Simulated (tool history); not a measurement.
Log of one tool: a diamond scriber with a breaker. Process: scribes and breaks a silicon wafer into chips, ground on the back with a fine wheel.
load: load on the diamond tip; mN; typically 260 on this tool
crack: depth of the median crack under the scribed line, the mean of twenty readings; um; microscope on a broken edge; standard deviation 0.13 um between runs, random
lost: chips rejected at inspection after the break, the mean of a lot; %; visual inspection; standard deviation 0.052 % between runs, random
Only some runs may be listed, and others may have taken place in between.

| run | day | load | incoming depth of the damage left on the back of the incoming wafer, um | crack | lost |
|---|---|---|---|---|---|
| 1 | 0 | 317 | 2.41 | 11.03 | 1.62 |
| 2 | 0.517 | 317 | 2.05 | 11.13 | 1.36 |
| 3 | 1.183 | 317 | 2.97 | 11.11 | 2.64 |
| 4 | 1.683 | 297 | 2.56 | 10.69 | 1.78 |
| 5 | 2.062 | 297 | 2.2 | 10.83 | 1.26 |
| 6 | 2.633 | 297 | 1.72 | 10.57 | 0.83 |
| 7 | 3.067 | 230 | 2.48 | 9.37 | 2.87 |
| 8 | 3.533 | 230 | 2.92 | 9.34 | 3.87 |
| 9 | 3.979 | 230 | 2.64 | 9.38 | 3.23 |
| 10 | 4.688 | 284 | 2.72 | 10.4 | 2.18 |
| 11 | 5.162 | 284 | 1.89 | 10.25 | 1.01 |
| 12 | 5.771 | 284 | 2.1 | 10.06 | 1.19 |
| 13 | 6.283 | 313 | 2.43 | 10.81 | 1.62 |
| 14 | 7.617 | 313 | 2.86 | 10.48 | 2.33 |
| 15 | 8.321 | 209 | 1.95 | 8.74 | 3.56 |
| 16 | 8.792 | 209 | 2.24 | 8.91 | 4.58 |
| 17 | 9.296 | 211 | 2.39 | 8.77 | 4.86 |
| 18 | 9.838 | 318 | 2.3 | 10.72 | 1.44 |
| 19 | 10.433 | 318 | 1.8 | 10.35 | 0.93 |
| 20 | 10.692 | 318 | 2.88 | 10.77 | 2.22 |
| 21 | 11.304 | 281 | 1.95 | 9.77 | 1.49 |
| 22 | 11.821 | 331 | 2.71 | 10.55 | 1.93 |
| 23 | 12.35 | 304 | 1.94 | 10.4 | 1.15 |
| 24 | 12.829 | 333 | 2.65 | 10.39 | 1.88 |
| 25 | 13.158 | 302 | 2.35 | 9.74 | 1.75 |
| 26 | 13.854 | 186 | 1.86 | 8.05 | 7.95 |
| 27 | 14.346 | 183 | 1.85 | 7.9 | 7.4 |
| 28 | 15.254 | 260 | 2.09 | 10.49 | 1.21 |
| 29 | 15.729 | 211 | 2.04 | 9.44 | 2.15 |
| 30 | 16.3 | 208 | 2.71 | 9.32 | 3.77 |
| 31 | 17.021 | 333 | 1.71 | 11.47 | 1.62 |
| 32 | 17.283 | 260 | 1.55 | 10.5 | 0.74 |
| 33 | 17.55 | 198 | 2.57 | 9.05 | 3.97 |
| 34 | 17.908 | 260 | 2.53 | 10.28 | 1.7 |
| 35 | 18.475 | 233 | 2.79 | 9.91 | 2.8 |
| 36 | 19.092 | 187 | 2.14 | 9.08 | 3.61 |
| 37 | 19.492 | 298 | 2.17 | 10.84 | 1.32 |
| 38 | 19.771 | 227 | 2.28 | 9.86 | 1.87 |
| 39 | 20.346 | 315 | 1.72 | 11.24 | 1.25 |
| 40 | 20.629 | 195 | 2.18 | 8.98 | 3.2 |
| 41 | 21.317 | 296 | 1.6 | 11 | 0.89 |

Not shown: 2 entries that the log had between the listed runs. Between which runs, and how does the tool's hidden state differ before and after?
After run 13, before run 14: load on the tip recalibrated (day 7.358)
  share of the diamond tip's cutting effectiveness lost through wear, %: 8.59 -> 9.82
  measured minus no-state result, crack: -0.67 -> -0.75 um; lost: -0.41 -> -0.27 %
After run 27, before run 28: diamond tip replaced by a new one (day 15.146)
  share of the diamond tip's cutting effectiveness lost through wear, %: 17.3 -> 1.14
  measured minus no-state result, crack: -1.07 -> -0.09 um; lost: +4.41 -> +0.02 %
